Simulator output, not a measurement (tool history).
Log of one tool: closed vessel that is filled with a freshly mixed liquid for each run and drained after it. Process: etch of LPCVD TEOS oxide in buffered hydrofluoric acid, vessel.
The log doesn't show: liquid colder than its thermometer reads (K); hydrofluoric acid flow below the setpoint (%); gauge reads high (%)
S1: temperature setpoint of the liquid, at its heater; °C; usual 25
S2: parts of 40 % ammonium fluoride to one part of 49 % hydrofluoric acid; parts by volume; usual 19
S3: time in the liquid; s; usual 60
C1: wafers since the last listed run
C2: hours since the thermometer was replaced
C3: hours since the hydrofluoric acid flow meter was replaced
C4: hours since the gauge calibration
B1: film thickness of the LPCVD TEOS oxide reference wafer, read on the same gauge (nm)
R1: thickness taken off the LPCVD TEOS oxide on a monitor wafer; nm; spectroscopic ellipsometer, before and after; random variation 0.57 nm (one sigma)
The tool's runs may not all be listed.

run   hour    S1    S2  S3    C1     C2     C3     C4     B1      R1
  1      0    25    19  80     0  411.8  793.6  148.4  69.99  104.42
  2   20.7    25    19  80  2467  432.5  814.3  169.1  70.03  104.52
  3   55.9    25    19  60  4196  467.7  849.5  204.3  70.02   76.68
  4   76.8    25    19  60  2491  488.6  870.4  225.2  70.04   77.14
  5   97.9    25    19  60  2515  509.7  891.5  246.3  69.99   76.82
  6  113.4    25    19  60  1847  525.2    907  261.8  70.01   76.73
  7  132.2    29    19  75  2241    544  925.8  280.6     70  118.54
  8  148.9    25    24  50  1990  560.7  942.5  297.3     70   54.15
  9  171.7    25    24  50  2718  583.5  965.3  320.1  70.01   53.75
     189.3  -- hydrofluoric acid flow meter replaced
 10  207.2    25    24  50  4112    619   17.9  355.6     70   57.03
 11  222.2    25    19  60  1788    634   32.9  370.6  70.03   81.85
     241.4  -- gauge calibrated
 12  252.1    25  23.5  60  3564  663.9   62.8   10.7  70.02   68.87
 13    287    23    19  60  4160  698.8   97.7   45.6  69.99   72.37
     310.2  -- thermometer replaced
 14  368.4  26.5    19  30  9584   58.2  179.1    127     70   45.95
 15  383.4  29.5  23.5  60  1788   73.2  194.1    142  69.99   91.27
 16  409.9    25    19  60  3159   99.7  220.6  168.5     70   84.97
 17  433.8    25    19  60  2849  123.6  244.5  192.4  70.01   84.43
 18  446.3    25    13  90  1490  136.1    257  204.9     70  184.47
 19  463.3    27    14  90  2026  153.1    274  221.9     70     188
 20  478.6    28    26  60  1823  168.4  289.3  237.2  70.02   79.23
 21  498.7    25  25.5  30  2396  188.5  309.4  257.3  69.97   33.67
 22  520.3  28.5    19  30  2575  210.1    331  278.9  70.01   50.12
 23  554.1    25    19  35  4029  243.9  364.8  312.7  69.99   47.99

Hidden state or all else? Some run-to-run changes of R1, split into what the settings, what came in and random variation would give without the hidden state, and what is left for the hidden state (with any gauge scatter that isn't in both results):
Run 7 -> 8: S1 29 -> 25, S2 19 -> 24, S3 75 -> 50. R1 -64.39 nm: hidden state +10.49, all else -74.88.
Run 17 -> 18: S2 19 -> 13, S3 60 -> 90. R1 +100.04 nm: hidden state -5.53, all else +105.57.
Run 19 -> 20: S1 27 -> 28, S2 14 -> 26, S3 90 -> 60. R1 -108.77 nm: hidden state +6.72, all else -115.49.
